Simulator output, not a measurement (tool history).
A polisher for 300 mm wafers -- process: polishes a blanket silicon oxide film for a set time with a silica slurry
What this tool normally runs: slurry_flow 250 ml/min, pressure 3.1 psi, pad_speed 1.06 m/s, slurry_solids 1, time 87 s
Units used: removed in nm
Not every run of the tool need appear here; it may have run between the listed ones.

run   hour  slurry_flow  pressure  pad_speed  slurry_solids  time  incoming thickness of the incoming film, nm  removed
  1      0          250       3.1       1.06              1    87                                        896.1    180.4
  2    6.6          250       3.1       1.06              1    87                                        894.7    179.6
  3   17.2          250       3.1       1.06              1    87                                        883.9    182.3
  4   51.3          250       3.1       1.06              1    80                                        894.5    167.4
  5     62          185       3.1       1.06              1    87                                        883.7    169.8
  6   71.5          185       3.1       1.06              1    87                                        905.7    172.5
  7   86.1          185       3.1       1.06              1    87                                        887.8    175.6
  8  102.8          250       3.1       1.06              1   109                                        895.6    228.9
  9  146.4          250       3.1       1.06              1   109                                        882.4    222.1
 10  161.6          190       2.3       1.06            0.9    87                                        885.7    119.7
 11  169.9          250       3.1       1.06            1.3    87                                        880.2    201.4
 12  179.3          250       3.1       1.06              1    87                                        901.8    178.1
 13  188.6          250       2.7       1.06              1    87                                        898.3    154.6
 14  197.4          250       3.1       0.68            1.1    87                                        899.9    127.5
 15  215.1          285       3.1       1.06            0.8    87                                        899.9    162.2
 16  229.1          250       3.1       1.06            0.9    87                                        877.7    170.9
 17  247.1          250       3.1       1.06              1    87                                        892.6    181.5
 18  263.9          315       3.1       1.24            1.2    59                                        893.7    154.1
 19  276.6          250       2.4        1.3              1    66                                        900.5    122.5
 20  285.5          250       3.1       1.06              1    87                                        888.7    179.3
 21  297.9          250       3.1       1.06              1    87                                          892    179.4
 22  315.6          250       3.1       0.78              1    87                                        899.8    140.1
 23  325.7          250       2.8       1.42              1    87                                        894.9    207.2
 24  333.8          250       2.6       0.92           1.25    87                                        880.7    148.3
 25  350.4          250       2.3       1.06           0.85    87                                        902.5    124.3

Not shown: 9 entries that the log had between the listed runs. Between which runs, and how does the tool's hidden state differ before and after?
Between runs 3 and 4: slurry blender recalibrated (hour 48.4)
  both runs share identical hidden conditions
Between runs 5 and 6: slurry nozzle cleaned (hour 70.3); worn pad replaced by a new one (hour 71)
  both runs share identical hidden conditions
Between runs 8 and 9: head pressure recalibrated (hour 127.1)
  both runs share identical hidden conditions
Between runs 9 and 10: worn pad replaced by a new one (hour 161.1)
  both runs share identical hidden conditions
Between runs 11 and 12: conditioning disc replaced and pad reconditioned (hour 174.6)
  both runs share identical hidden conditions
Between runs 16 and 17: worn pad replaced by a new one (hour 237.9)
  both runs share identical hidden conditions
Between runs 19 and 20: slurry nozzle cleaned (hour 283)
  both runs share identical hidden conditions
Between runs 22 and 23: worn pad replaced by a new one (hour 324.1)
  both runs share identical hidden conditions

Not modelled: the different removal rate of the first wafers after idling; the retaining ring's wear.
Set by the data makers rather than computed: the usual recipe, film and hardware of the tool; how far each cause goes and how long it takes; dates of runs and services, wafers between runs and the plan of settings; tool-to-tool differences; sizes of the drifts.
